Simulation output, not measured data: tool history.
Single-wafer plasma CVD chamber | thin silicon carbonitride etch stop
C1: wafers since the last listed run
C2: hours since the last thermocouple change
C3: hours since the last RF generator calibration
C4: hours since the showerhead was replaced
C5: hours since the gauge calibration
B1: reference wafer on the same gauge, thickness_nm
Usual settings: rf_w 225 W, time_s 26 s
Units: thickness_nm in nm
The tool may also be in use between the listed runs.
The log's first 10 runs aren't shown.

Run 11, hour 663.3: usual settings; C1 1564; C2 1656.3; C3 446.7; C4 5649.2; C5 1631; B1 14.098. Result: thickness_nm 15.656 nm.
Run 12, hour 701.6: usual settings; C1 841; C2 1694.6; C3 485; C4 5687.5; C5 1669.3; B1 14.098. Result: thickness_nm 15.63 nm.
Run 13, hour 750.6: usual settings but rf_w 260 W; C1 1076; C2 1743.6; C3 534; C4 5736.5; C5 1718.3; B1 14.105. Result: thickness_nm 16.31 nm.
At hour 792.6: thermocouple changed; heater temperature recalibrated.
Run 14, hour 832.4: usual settings; C1 1621; C2 39.8; C3 615.8; C4 5818.3; C5 1800.1; B1 14.097. Result: thickness_nm 15.595 nm.
Run 15, hour 895.4: usual settings but time_s 27.6 s; C1 1384; C2 102.8; C3 678.8; C4 5881.3; C5 1863.1; B1 14.102. Result: thickness_nm 16.557 nm.
Run 16, hour 932.7: usual settings; C1 819; C2 140.1; C3 716.1; C4 5918.6; C5 1900.4; B1 14.102. Result: thickness_nm 15.613 nm.
At hour 976.6: showerhead replaced.
Run 17, hour 993.7: usual settings; C1 1164; C2 201.1; C3 777.1; C4 17.1; C5 1961.4; B1 14.093. Result: thickness_nm 15.531 nm.
At hour 1056.8: gauge calibrated.
Run 18, hour 1082.7: usual settings but rf_w 195 W, time_s 21.4 s; C1 1955; C2 290.1; C3 866.1; C4 106.1; C5 25.9; B1 14.101. Result: thickness_nm 12.269 nm.
Run 19, hour 1177.2: usual settings but rf_w 195 W, time_s 21 s; C1 2076; C2 384.6; C3 960.6; C4 200.6; C5 120.4; B1 14.101. Result: thickness_nm 12.018 nm.
Run 20, hour 1278: usual settings but rf_w 240 W, time_s 27.4 s; C1 2215; C2 485.4; C3 1061.4; C4 301.4; C5 221.2; B1 14.105. Result: thickness_nm 16.761 nm.
Run 21, hour 1337.4: usual settings but time_s 30.8 s; C1 1305; C2 544.8; C3 1120.8; C4 360.8; C5 280.6; B1 14.098. Result: thickness_nm 18.444 nm.
Run 22, hour 1426.2: usual settings but time_s 28.2 s; C1 1951; C2 633.6; C3 1209.6; C4 449.6; C5 369.4; B1 14.104. Result: thickness_nm 16.845 nm.
Run 23, hour 1508.5: usual settings but rf_w 265 W; C1 1808; C2 715.9; C3 1291.9; C4 531.9; C5 451.7; B1 14.099. Result: thickness_nm 16.324 nm.
Run 24, hour 1555: usual settings but rf_w 265 W, time_s 21.5 s; C1 1021; C2 762.4; C3 1338.4; C4 578.4; C5 498.2; B1 14.095. Result: thickness_nm 13.491 nm.
Run 25, hour 1622.2: usual settings but rf_w 270 W, time_s 21.5 s; C1 1476; C2 829.6; C3 1405.6; C4 645.6; C5 565.4; B1 14.1. Result: thickness_nm 13.554 nm.
Run 26, hour 1721.6: usual settings but time_s 28.3 s; C1 2184; C2 929; C3 1505; C4 745; C5 664.8; B1 14.104. Result: thickness_nm 16.902 nm.
Run 27, hour 1761.7: usual settings but rf_w 185 W; C1 881; C2 969.1; C3 1545.1; C4 785.1; C5 704.9; B1 14.099. Result: thickness_nm 14.693 nm.
Run 28, hour 1799: usual settings but rf_w 250 W, time_s 21.5 s; C1 819; C2 1006.4; C3 1582.4; C4 822.4; C5 742.2; B1 14.096. Result: thickness_nm 13.295 nm.
Run 29, hour 1854.5: usual settings; C1 1219; C2 1061.9; C3 1637.9; C4 877.9; C5 797.7; B1 14.099. Result: thickness_nm 15.529 nm.
Run 30, hour 1958.9: usual settings but rf_w 245 W; C1 2294; C2 1166.3; C3 1742.3; C4 982.3; C5 902.1; B1 14.099. Result: thickness_nm 15.919 nm.
Run 31, hour 2066.8: usual settings but time_s 24.7 s; C1 2371; C2 1274.2; C3 1850.2; C4 1090.2; C5 1010; B1 14.101. Result: thickness_nm 14.786 nm.
At hour 2080.7: RF generator calibrated.
Run 32, hour 2143.7: usual settings; C1 1514; C2 1351.1; C3 63; C4 1167.1; C5 1086.9; B1 14.102. Result: thickness_nm 15.703 nm.
Run 33, hour 2221.2: usual settings; C1 1703; C2 1428.6; C3 140.5; C4 1244.6; C5 1164.4; B1 14.096. Result: thickness_nm 15.633 nm.
Run 34, hour 2275.6: usual settings but rf_w 205 W, time_s 22.8 s; C1 1195; C2 1483; C3 194.9; C4 1299; C5 1218.8; B1 14.098. Result: thickness_nm 13.347 nm.

Forecast each of these 5 alternatives for the next run:
Run A, hour 2276: usual settings but time_s 22 s; C1 8; C2 1483.4; C3 195.3; C4 1299.4; C5 1219.2; B1 ?. Result: thickness_nm ?.
Run B, hour 2276: usual settings but rf_w 255 W, time_s 21.3 s; C1 8; C2 1483.4; C3 195.3; C4 1299.4; C5 1219.2; B1 ?. Result: thickness_nm ?.
Run C, hour 2276: usual settings but rf_w 245 W, time_s 30.6 s; C1 8; C2 1483.4; C3 195.3; C4 1299.4; C5 1219.2; B1 ?. Result: thickness_nm ?.
Run D, hour 2276: usual settings but rf_w 265 W, time_s 28.8 s; C1 8; C2 1483.4; C3 195.3; C4 1299.4; C5 1219.2; B1 ?. Result: thickness_nm ?.
Run E, hour 2276: usual settings but rf_w 195 W, time_s 28.1 s; C1 8; C2 1483.4; C3 195.3; C4 1299.4; C5 1219.2; B1 ?. Result: thickness_nm ?.

run      B1  thickness_nm
  A  14.103        13.246
  B  14.103        13.317
  C  14.103        18.903
  D  14.103        18.216
  E  14.103        16.204
Without the tool's hidden state the same runs would have given:
run  thickness_nm
  A        13.302
  B        13.374
  C        18.983
  D        18.294
  E        16.272
